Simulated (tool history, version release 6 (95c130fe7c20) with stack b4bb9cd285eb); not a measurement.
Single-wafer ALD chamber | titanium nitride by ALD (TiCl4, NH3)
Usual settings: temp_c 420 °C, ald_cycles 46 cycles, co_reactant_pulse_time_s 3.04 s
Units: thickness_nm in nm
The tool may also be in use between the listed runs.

| run | day | temp_c | ald_cycles | co_reactant_pulse_time_s | wafers since the last listed run | hours since the last thermocouple change | hours since the showerhead was replaced | hours since the gauge calibration | read-back reference wafer on the same gauge, thickness_nm | thickness_nm |
|---|---|---|---|---|---|---|---|---|---|---|
| 1 | 0 | 420 | 46 | 3.04 | 0 | 2527.8 | 2386 | 937 | 1.01 | 1.011 |
| 2 | 2.125 | 420 | 46 | 3.04 | 294 | 2578.8 | 2437 | 988 | 1.009 | 1.01 |
| 3 | 5.162 | 420 | 46 | 3.04 | 421 | 2651.7 | 2509.9 | 1060.9 | 1.011 | 1.016 |
| 4 | 8.488 | 420 | 46 | 2.54 | 461 | 2731.5 | 2589.7 | 1140.7 | 1.01 | 1.011 |
| 5 | 10.479 | 420 | 46 | 3.04 | 276 | 2779.3 | 2637.5 | 1188.5 | 1.01 | 1.011 |
| 6 | 14.079 | 420 | 51 | 2.12 | 499 | 2865.7 | 2723.9 | 1274.9 | 1.01 | 1.112 |
| 7 | 16.225 | 420 | 51 | 2.12 | 297 | 2917.2 | 2775.4 | 1326.4 | 1.01 | 1.113 |
| 8 | 19.842 | 420 | 51 | 2.12 | 501 | 3004 | 2862.2 | 1413.2 | 1.009 | 1.115 |
| 9 | 22.967 | 420 | 46 | 3.43 | 433 | 3079 | 2937.2 | 1488.2 | 1.01 | 1.014 |
| 10 | 26.55 | 420 | 46 | 3.04 | 497 | 3165 | 3023.2 | 1574.2 | 1.011 | 1.01 |
| 11 | 29.625 | 420 | 46 | 3.04 | 426 | 3238.8 | 3097 | 1648 | 1.01 | 1.013 |
|  | 30.075 | thermocouple changed; heater temperature recalibrated |
| 12 | 32.562 | 420 | 46 | 3.04 | 361 | 59.7 | 3167.5 | 1718.5 | 1.01 | 1.01 |
| 13 | 35.808 | 420 | 46 | 3.04 | 450 | 137.6 | 3245.4 | 1796.4 | 1.01 | 1.011 |
|  | 36.812 | gauge calibrated |
| 14 | 38.571 | 420 | 46 | 3.04 | 383 | 203.9 | 3311.7 | 42.2 | 1.01 | 1.012 |
| 15 | 40.267 | 426 | 51 | 2.07 | 235 | 244.6 | 3352.4 | 82.9 | 1.009 | 1.111 |
| 16 | 43.171 | 420 | 46 | 3.04 | 402 | 314.3 | 3422.1 | 152.6 | 1.009 | 1.012 |
|  | 44.567 | showerhead replaced |
| 17 | 47.533 | 428 | 46 | 3.8 | 558 | 419 | 71.2 | 257.3 | 1.009 | 1.01 |
| 18 | 50.954 | 420 | 55 | 2.07 | 474 | 501.1 | 153.3 | 339.4 | 1.01 | 1.201 |
| 19 | 55.204 | 420 | 46 | 3.04 | 589 | 603.1 | 255.3 | 441.4 | 1.01 | 1.011 |
| 20 | 58.462 | 425 | 42 | 3.46 | 451 | 681.3 | 333.5 | 519.6 | 1.009 | 0.925 |
| 21 | 60.058 | 420 | 49 | 3.04 | 221 | 719.6 | 371.8 | 557.9 | 1.01 | 1.074 |
| 22 | 63.625 | 425 | 54 | 2.21 | 494 | 805.2 | 457.4 | 643.5 | 1.01 | 1.177 |
| 23 | 65.2 | 420 | 46 | 3.04 | 218 | 843 | 495.2 | 681.3 | 1.01 | 1.015 |
| 24 | 67.983 | 420 | 46 | 3.04 | 386 | 909.8 | 562 | 748.1 | 1.009 | 1.011 |
| 25 | 70.338 | 425 | 51 | 3.04 | 326 | 966.3 | 618.5 | 804.6 | 1.01 | 1.122 |
| 26 | 73.121 | 420 | 51 | 3.04 | 386 | 1033.1 | 685.3 | 871.4 | 1.01 | 1.117 |
| 27 | 76.875 | 409 | 43 | 3.52 | 520 | 1123.2 | 775.4 | 961.5 | 1.011 | 0.948 |
| 28 | 80.283 | 420 | 46 | 2.5 | 472 | 1205 | 857.2 | 1043.3 | 1.01 | 1.006 |

Forecast each of these 5 alternatives for the next run:
| A | 80.304 | 420 | 46 | 3.04 | 2 | 1205.5 | 857.7 | 1043.8 | ? | ? |
| B | 80.304 | 408 | 49 | 3.04 | 2 | 1205.5 | 857.7 | 1043.8 | ? | ? |
| C | 80.304 | 406 | 46 | 3.35 | 2 | 1205.5 | 857.7 | 1043.8 | ? | ? |
| D | 80.304 | 420 | 41 | 2.29 | 2 | 1205.5 | 857.7 | 1043.8 | ? | ? |
| E | 80.304 | 426 | 46 | 4.06 | 2 | 1205.5 | 857.7 | 1043.8 | ? | ? |

| run | read-back reference wafer on the same gauge, thickness_nm | thickness_nm |
|---|---|---|
| A | 1.01 | 1.008 |
| B | 1.01 | 1.071 |
| C | 1.01 | 1.008 |
| D | 1.01 | 0.894 |
| E | 1.01 | 1.013 |
Without the tool's hidden state the same runs would have given:
| run | thickness_nm |
|---|---|
| A | 1.008 |
| B | 1.071 |
| C | 1.008 |
| D | 0.894 |
| E | 1.013 |
